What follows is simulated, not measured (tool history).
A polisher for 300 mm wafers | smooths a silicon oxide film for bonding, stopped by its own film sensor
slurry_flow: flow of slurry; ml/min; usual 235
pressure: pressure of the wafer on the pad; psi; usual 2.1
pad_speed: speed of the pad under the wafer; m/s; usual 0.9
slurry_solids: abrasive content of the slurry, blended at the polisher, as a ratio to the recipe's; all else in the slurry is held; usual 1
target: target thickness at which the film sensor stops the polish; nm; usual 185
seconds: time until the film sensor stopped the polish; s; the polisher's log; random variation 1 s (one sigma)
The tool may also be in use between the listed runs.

run,hour,slurry_flow,pressure,pad_speed,slurry_solids,target,"incoming thickness of the incoming film, nm",seconds
1,0,260,2.1,0.9,1,185,237.6,82.7
2,26,235,2.1,0.9,0.8,185,243.6,103.9
3,68.1,235,2.1,0.9,0.8,185,236.6,93
# hour 79: slurry blender recalibrated
# hour 87.8: worn pad replaced by a new one
4,103.3,235,2.1,0.9,1,175,239.9,95.6
5,133.7,235,2.1,0.9,1,175,241.9,103
6,167.3,235,2.1,0.9,1,175,241,101.6
7,201.7,235,2.1,0.9,1,185,239.6,85.6
8,213.9,235,2.1,0.9,1,185,240.4,87
9,238.9,215,2.1,0.9,1,185,244,96.1
10,258,295,1.4,0.9,1.3,185,236.9,93.8
# hour 285.2: worn pad replaced by a new one
11,285.7,235,1.6,0.9,1.15,185,239.5,91.8
# hour 290.3: slurry nozzle cleaned
# hour 290.4: head pressure recalibrated
# hour 301.2: slurry blender recalibrated
12,319.2,235,2.4,1.2,1.2,185,237.8,54.7
13,341.1,305,1.8,0.9,1,191,235.9,74.3
14,369.7,235,2.1,0.9,1,185,239.5,84.8
15,396.6,235,2.1,0.9,1,185,235.4,79
16,421.3,235,2.1,0.9,1,185,237.8,83.1
17,443.3,235,1.7,0.9,1,200,235.4,64.9
18,469,235,2.1,0.9,1,196,237.8,68
19,488.1,235,2.1,1.12,1,185,239.9,76.7
# hour 498.3: worn pad replaced by a new one
20,501.4,235,2.1,0.9,1,185,240.6,82.2
21,535.7,235,2.1,0.62,1,185,237.7,103
22,552,180,1.8,0.9,1.25,185,236.9,84.8
# hour 570.9: slurry blender recalibrated
23,576.3,285,2.1,0.9,1,185,242.2,84.3
24,597.4,235,2.1,0.6,1,185,239.4,111
25,657.5,290,2.1,0.66,1.15,171,237.5,123.7
# hour 684.4: worn pad replaced by a new one
26,684.9,235,2.1,0.9,1,185,236,75.1
27,707.7,235,2.1,0.9,1,202,240.1,55.8
28,722.3,210,1.5,0.82,1,199,239.8,83.6
29,734.4,235,1.9,0.9,1,193,241.9,82

Some steps in seconds between neighbouring runs. How much of each would the tool show without its hidden state too (settings, what came in, random variation), and how much is left for the hidden state, with any gauge scatter that isn't in both results?
The hidden state here: removal rate lost through wear of the pad, %; slurry flow missing at the pad, %; deviation of the head's pressure from its setpoint, %; abrasive missing from the slurry, %.
Run 3 -> 4: slurry_solids 0.8 -> 1, target 185 -> 175, slurry blender recalibrated, worn pad replaced by a new one. seconds +2.6 s: hidden state -6.4, all else +9.
Run 11 -> 12: pressure 1.6 -> 2.4, pad_speed 0.9 -> 1.2, slurry_solids 1.15 -> 1.2, slurry nozzle cleaned, head pressure recalibrated, slurry blender recalibrated. seconds -37.1 s: hidden state +0.5, all else -37.6.
Run 25 -> 26: slurry_flow 290 -> 235, pad_speed 0.66 -> 0.9, slurry_solids 1.15 -> 1, target 171 -> 185, worn pad replaced by a new one. seconds -48.6 s: hidden state -8.9, all else -39.7.
